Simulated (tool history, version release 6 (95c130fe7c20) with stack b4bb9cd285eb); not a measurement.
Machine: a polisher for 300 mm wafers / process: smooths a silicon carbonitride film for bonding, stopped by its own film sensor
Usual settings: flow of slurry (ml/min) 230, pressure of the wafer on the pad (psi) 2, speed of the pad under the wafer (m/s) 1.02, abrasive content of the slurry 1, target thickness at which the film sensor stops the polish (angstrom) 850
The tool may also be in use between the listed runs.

run,day,flow of slurry (ml/min),pressure of the wafer on the pad (psi),speed of the pad under the wafer (m/s),abrasive content of the slurry,target thickness at which the film sensor stops the polish (angstrom),wafers since the last listed run,wafers polished on this pad,hours since the slurry nozzle was cleaned,hours since the head pressure was calibrated,hours since the slurry blender was calibrated,"incoming thickness of the incoming film, nm",time until the film sensor stopped the polish (s)
1,0,230,1.7,1.02,1,850,0,370,617,975.8,313.2,109.1,101.6
2,0.554,230,1.7,1.02,1,850,110,480,630.3,989.1,326.5,109.8,100.5
3,1.012,280,1.8,1.02,1,850,91,572,641.3,1000.1,337.5,109.7,96.3
4,1.579,280,1.8,1.02,1,850,113,685,654.9,1013.7,351.1,109.6,93.2
5,2.138,230,2,1.02,1,850,111,796,668.3,1027.1,364.5,110,88.2
6,2.796,230,2,1.02,1,850,131,928,684.1,1042.9,380.3,108.8,83.7
# day 2.854: slurry nozzle cleaned
# day 2.896: slurry blender recalibrated
# day 3.088: worn pad replaced by a new one
7,3.108,255,2,1.02,1,800,12,3,6.1,1050.4,5.1,109.4,103.2
8,3.542,255,2,1.02,1,800,86,90,16.5,1060.8,15.5,110.1,102.2
9,4.017,255,2,1.02,1,800,94,185,27.9,1072.2,26.9,109.9,105.6
10,4.625,230,2,1.02,1,850,121,306,42.5,1086.8,41.5,109.1,83.8
11,5.088,230,2,1.3,1.25,850,92,398,53.6,1097.9,52.6,111.5,71.7
12,5.488,230,2,1.02,1,850,79,478,63.2,1107.5,62.2,111,91.9
# day 5.621: head pressure recalibrated
13,5.825,230,1.7,1.22,0.7,930,50,529,71.3,4.9,70.3,109.9,71.6
14,6.542,230,2,1.02,1.2,880,143,672,88.5,22.1,87.5,109.9,71.3
15,7.229,175,2,1.02,1,850,137,809,105,38.6,104,108,84.3
16,7.567,230,2,1.02,0.85,850,67,876,113.1,46.7,112.1,112,105.1
# day 8.017: worn pad replaced by a new one
17,8.129,230,2.3,1.02,0.9,850,78,22,126.6,60.2,125.6,109.2,79.3

Forecast run 18:
18,8.554,190,2,1.02,0.9,850,84,107,136.8,70.4,135.8,110.9,?

time until the film sensor stopped the polish (s): 98.3
Minus the tool's unlogged condition, the same run would have read time until the film sensor stopped the polish (s) 98.3.
